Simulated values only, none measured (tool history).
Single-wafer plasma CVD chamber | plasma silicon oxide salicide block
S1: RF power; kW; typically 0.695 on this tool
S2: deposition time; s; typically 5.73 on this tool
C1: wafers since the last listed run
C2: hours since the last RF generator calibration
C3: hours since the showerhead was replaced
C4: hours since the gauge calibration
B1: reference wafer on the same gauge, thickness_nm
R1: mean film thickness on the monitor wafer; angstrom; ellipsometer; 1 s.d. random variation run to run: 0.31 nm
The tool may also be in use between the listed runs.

run 1 hour=0.0 | S1=0.695 S2=5.73 | C1=0 C2=1188.1 C3=2091.0 C4=1420.6 | B1=65.657 | R1=670.99
run 2 hour=67.9 | S1=0.695 S2=5.73 | C1=1820 C2=1256.0 C3=2158.9 C4=1488.5 | B1=65.770 | R1=667.01
run 3 hour=168.7 | S1=0.695 S2=5.18 | C1=2702 C2=1356.8 C3=2259.7 C4=1589.3 | B1=65.647 | R1=608.50
run 4 hour=253.4 | S1=0.695 S2=5.18 | C1=2270 C2=1441.5 C3=2344.4 C4=1674.0 | B1=65.701 | R1=602.88
-- hour=309.6 gauge calibrated
run 5 hour=368.9 | S1=0.790 S2=5.73 | C1=3096 C2=1557.0 C3=2459.9 C4=59.3 | B1=65.637 | R1=691.99
run 6 hour=460.6 | S1=0.790 S2=5.73 | C1=2458 C2=1648.7 C3=2551.6 C4=151.0 | B1=65.799 | R1=689.33
run 7 hour=497.2 | S1=0.695 S2=5.73 | C1=981 C2=1685.3 C3=2588.2 C4=187.6 | B1=65.615 | R1=669.14
run 8 hour=570.7 | S1=0.695 S2=5.73 | C1=1970 C2=1758.8 C3=2661.7 C4=261.1 | B1=65.705 | R1=666.03
run 9 hour=677.3 | S1=0.695 S2=5.73 | C1=2857 C2=1865.4 C3=2768.3 C4=367.7 | B1=65.737 | R1=665.66
run 10 hour=768.7 | S1=0.695 S2=5.73 | C1=2450 C2=1956.8 C3=2859.7 C4=459.1 | B1=65.797 | R1=669.30
run 11 hour=840.2 | S1=0.695 S2=5.73 | C1=1916 C2=2028.3 C3=2931.2 C4=530.6 | B1=65.650 | R1=674.64
run 12 hour=922.3 | S1=0.695 S2=5.73 | C1=2201 C2=2110.4 C3=3013.3 C4=612.7 | B1=65.852 | R1=669.19
run 13 hour=1007.1 | S1=0.695 S2=5.73 | C1=2273 C2=2195.2 C3=3098.1 C4=697.5 | B1=65.625 | R1=663.31
run 14 hour=1093.2 | S1=0.695 S2=5.73 | C1=2308 C2=2281.3 C3=3184.2 C4=783.6 | B1=65.640 | R1=665.39
-- hour=1159.2 RF generator calibrated
run 15 hour=1194.3 | S1=0.695 S2=5.73 | C1=2495 C2=35.1 C3=3285.3 C4=884.7 | B1=65.642 | R1=661.04
run 16 hour=1273.7 | S1=0.695 S2=5.73 | C1=2128 C2=114.5 C3=3364.7 C4=964.1 | B1=65.764 | R1=667.14
run 17 hour=1312.8 | S1=0.695 S2=6.79 | C1=1048 C2=153.6 C3=3403.8 C4=1003.2 | B1=65.786 | R1=789.22
run 18 hour=1358.1 | S1=0.695 S2=5.73 | C1=1214 C2=198.9 C3=3449.1 C4=1048.5 | B1=65.720 | R1=666.30
run 19 hour=1411.9 | S1=0.695 S2=5.04 | C1=1442 C2=252.7 C3=3502.9 C4=1102.3 | B1=65.740 | R1=588.01
run 20 hour=1448.1 | S1=0.560 S2=6.64 | C1=970 C2=288.9 C3=3539.1 C4=1138.5 | B1=65.832 | R1=732.30
-- hour=1479.3 showerhead replaced
run 21 hour=1550.8 | S1=0.790 S2=6.35 | C1=2538 C2=391.6 C3=71.5 C4=1241.2 | B1=65.668 | R1=759.43
run 22 hour=1632.6 | S1=0.565 S2=5.07 | C1=2193 C2=473.4 C3=153.3 C4=1323.0 | B1=65.656 | R1=556.52
run 23 hour=1820.6 | S1=0.695 S2=4.67 | C1=5040 C2=661.4 C3=341.3 C4=1511.0 | B1=65.654 | R1=542.33
run 24 hour=1926.1 | S1=0.815 S2=6.66 | C1=2828 C2=766.9 C3=446.8 C4=1616.5 | B1=65.708 | R1=807.67
run 25 hour=1972.8 | S1=0.695 S2=5.73 | C1=1252 C2=813.6 C3=493.5 C4=1663.2 | B1=65.847 | R1=665.24
run 26 hour=2049.3 | S1=0.795 S2=4.76 | C1=2050 C2=890.1 C3=570.0 C4=1739.7 | B1=65.733 | R1=573.34
-- hour=2077.6 gauge calibrated
run 27 hour=2145.6 | S1=0.695 S2=6.86 | C1=2581 C2=986.4 C3=666.3 C4=68.0 | B1=65.781 | R1=796.44
run 28 hour=2227.5 | S1=0.790 S2=4.60 | C1=2195 C2=1068.3 C3=748.2 C4=149.9 | B1=65.675 | R1=558.13
run 29 hour=2329.8 | S1=0.695 S2=5.73 | C1=2742 C2=1170.6 C3=850.5 C4=252.2 | B1=65.735 | R1=663.33
run 30 hour=2424.0 | S1=0.605 S2=4.97 | C1=2525 C2=1264.8 C3=944.7 C4=346.4 | B1=65.534 | R1=557.94
run 31 hour=2529.3 | S1=0.695 S2=5.73 | C1=2823 C2=1370.1 C3=1050.0 C4=451.7 | B1=65.714 | R1=663.61
run 32 hour=2626.5 | S1=0.760 S2=5.73 | C1=2605 C2=1467.3 C3=1147.2 C4=548.9 | B1=65.759 | R1=683.91
run 33 hour=2672.4 | S1=0.805 S2=6.73 | C1=1230 C2=1513.2 C3=1193.1 C4=594.8 | B1=65.754 | R1=813.99

What differs in the tool's unlogged condition from the final listed run ahead of each entry between runs to the first listed run following it?
Logged between run 4 and run 5: gauge calibrated (hour 309.6)
  both runs share identical hidden conditions
Logged between run 14 and run 15: RF generator calibrated (hour 1159.2)
  both runs share identical hidden conditions
Logged between run 20 and run 21: showerhead replaced (hour 1479.3)
  both runs share identical hidden conditions
Logged between run 26 and run 27: gauge calibrated (hour 2077.6)
  both runs share identical hidden conditions

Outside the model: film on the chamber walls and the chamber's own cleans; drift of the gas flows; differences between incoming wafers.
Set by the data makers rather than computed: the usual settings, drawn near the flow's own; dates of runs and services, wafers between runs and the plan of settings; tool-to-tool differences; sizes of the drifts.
